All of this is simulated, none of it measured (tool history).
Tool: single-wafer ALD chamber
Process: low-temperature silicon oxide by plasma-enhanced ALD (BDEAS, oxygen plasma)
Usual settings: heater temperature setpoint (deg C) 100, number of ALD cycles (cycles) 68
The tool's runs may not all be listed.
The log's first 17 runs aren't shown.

run   hour  heater temperature setpoint (deg C)  number of ALD cycles (cycles)  read-back reference wafer on the same gauge, thickness_nm  mean film thickness on the monitor wafer (nm)
 18  237.4                                  112                             71                                                      8.306                                         10.330
 19  244.3                                  112                             71                                                      8.304                                         10.444
 20  256.4                                   86                             62                                                      8.298                                          9.726
 21  274.3                                  100                             68                                                      8.289                                         10.226
 22  283.0                                  100                             57                                                      8.312                                          8.499
 23  298.1                                   89                             81                                                      8.298                                         12.608
 24  314.1                                  100                             72                                                      8.312                                         10.747
     317.9  -- gauge calibrated
 25  325.4                                  100                             68                                                      8.323                                         10.241
 26  339.6                                   89                             81                                                      8.299                                         12.689
 27  347.4                                  100                             75                                                      8.303                                         11.367
 28  362.4                                  114                             68                                                      8.281                                          9.967
     372.5  -- thermocouple changed; heater temperature recalibrated
 29  373.0                                  106                             79                                                      8.310                                         11.718
 30  384.8                                  110                             55                                                      8.297                                          8.063
 31  392.8                                  100                             68                                                      8.290                                         10.074
 32  401.9                                  100                             68                                                      8.295                                         10.190
 33  419.8                                  100                             68                                                      8.315                                         10.095
 34  433.1                                  113                             55                                                      8.290                                          7.951
 35  441.5                                  109                             77                                                      8.302                                         11.511
 36  462.1                                   86                             78                                                      8.293                                         12.184
 37  472.1                                  100                             68                                                      8.289                                         10.186
 38  480.8                                  112                             80                                                      8.300                                         11.714
 39  490.9                                  100                             68                                                      8.328                                         10.111

Forecast each of these 4 alternatives for the next run:
  A  491.4                                  100                             68                                                          ?                                              ?
  B  491.4                                   88                             61                                                          ?                                              ?
  C  491.4                                  106                             68                                                          ?                                              ?
  D  491.4                                  110                             73                                                          ?                                              ?

run  read-back reference wafer on the same gauge, thickness_nm  mean film thickness on the monitor wafer (nm)
  A                                                      8.310                                         10.183
  B                                                      8.310                                          9.503
  C                                                      8.310                                         10.081
  D                                                      8.310                                         10.749
Without the tool's hidden state the same runs would have given:
run  mean film thickness on the monitor wafer (nm)
  A                                         10.183
  B                                          9.503
  C                                         10.081
  D                                         10.749
